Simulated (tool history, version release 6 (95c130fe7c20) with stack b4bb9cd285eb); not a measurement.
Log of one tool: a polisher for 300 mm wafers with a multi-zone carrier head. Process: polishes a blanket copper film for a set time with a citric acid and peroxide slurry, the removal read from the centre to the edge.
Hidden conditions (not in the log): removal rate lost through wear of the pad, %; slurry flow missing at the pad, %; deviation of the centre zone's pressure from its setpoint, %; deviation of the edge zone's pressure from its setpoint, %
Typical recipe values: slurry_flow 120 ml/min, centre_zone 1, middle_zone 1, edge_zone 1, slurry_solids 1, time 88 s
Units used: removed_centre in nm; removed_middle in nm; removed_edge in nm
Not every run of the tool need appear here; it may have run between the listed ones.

run	day	slurry_flow	centre_zone	middle_zone	edge_zone	slurry_solids	time	wafers since the last listed run	wafers polished on this pad	hours since the slurry nozzle was cleaned	hours since the centre zone pressure was calibrated	hours since the edge zone pressure was calibrated	hours since the carrier head's membrane was replaced	incoming thickness of the incoming film, nm	removed_centre	removed_middle	removed_edge
1	0	135	1	0.94	1	1	88	0	103	148.9	580.2	871.4	536.6	987	203.8	188.4	203.4
2	1.379	135	1	0.94	1	1	88	412	516	182	613.3	904.5	569.7	975.4	191.3	176.4	187.7
3	2.279	135	1	0.94	1	1	88	269	785	203.6	634.9	926.1	591.3	990.1	186.8	175.1	185.1
# day 2.596: worn pad replaced by a new one
4	3.008	120	1	1.06	1	0.9	88	168	123	221.1	652.4	943.6	608.8	988	186.6	195.6	187
5	3.742	120	1	1.06	1	0.9	88	219	342	238.7	670	961.2	626.4	987.2	179	185.5	183.7
# day 4.029: centre zone pressure recalibrated
# day 4.042: slurry nozzle cleaned
6	4.321	120	1	1	1.06	1	88	143	486	6.7	7	975.1	640.3	970.5	190.1	187.2	188.2
# day 5.296: worn pad replaced by a new one
7	5.317	120	1	1.04	1	1	88	248	5	30.6	30.9	999	664.2	979.8	203.9	206.4	201.9
8	6.675	120	1	1.11	1	0.8	88	406	412	63.2	63.5	1031.6	696.8	971.9	179.6	192.5	180.4
# day 7.575: edge zone pressure recalibrated
9	7.704	120	1	0.92	1.08	1.3	88	283	695	87.9	88.2	3.1	721.5	969	190.5	173.9	198.3
# day 8.05: worn pad replaced by a new one
10	8.512	120	1	1	0.93	1	88	192	137	107.3	107.6	22.5	740.9	973.9	193.5	186.8	187.5
11	9.746	120	1.05	1	1	1	78	369	506	136.9	137.2	52.1	770.5	994.9	170	155	162
# day 9.975: carrier head's membrane replaced by a new one
12	10.371	135	1	0.94	1	1	88	124	631	151.9	152.2	67.1	9.5	1001.5	185.9	170.7	183.1
# day 11.004: worn pad replaced by a new one
13	11.025	120	1	1	1	0.75	88	145	5	167.6	167.9	82.8	25.2	976.8	191.3	188.7	188.4
14	12.279	145	1	1	1	1	88	375	381	197.7	198	112.9	55.3	993.2	193.9	191.6	192.7
15	13.033	120	1	1	0.91	1	88	225	606	215.8	216.1	131	73.4	995	181.2	176	173.4

Predict each of these 3 candidate next runs independently; none follows another, all start after run 15:
A	13.05	120	1	1	1	1	88	4	611	216.2	216.5	131.4	73.8	995.7	?	?	?
B	13.05	120	0.9	1.1	1	1	88	4	611	216.2	216.5	131.4	73.8	995.7	?	?	?
C	13.05	120	1.05	1	0.95	1	88	4	611	216.2	216.5	131.4	73.8	995.7	?	?	?

run	removed_centre	removed_middle	removed_edge
A	181.1	178.6	184.1
B	163.3	193.8	183.8
C	190.1	178.6	179.6
Without the tool's unlogged condition, the same runs would have read:
run	removed_centre	removed_middle	removed_edge
A	206.5	202.7	206.8
B	186.2	219.9	206.5
C	216.7	202.7	201.8

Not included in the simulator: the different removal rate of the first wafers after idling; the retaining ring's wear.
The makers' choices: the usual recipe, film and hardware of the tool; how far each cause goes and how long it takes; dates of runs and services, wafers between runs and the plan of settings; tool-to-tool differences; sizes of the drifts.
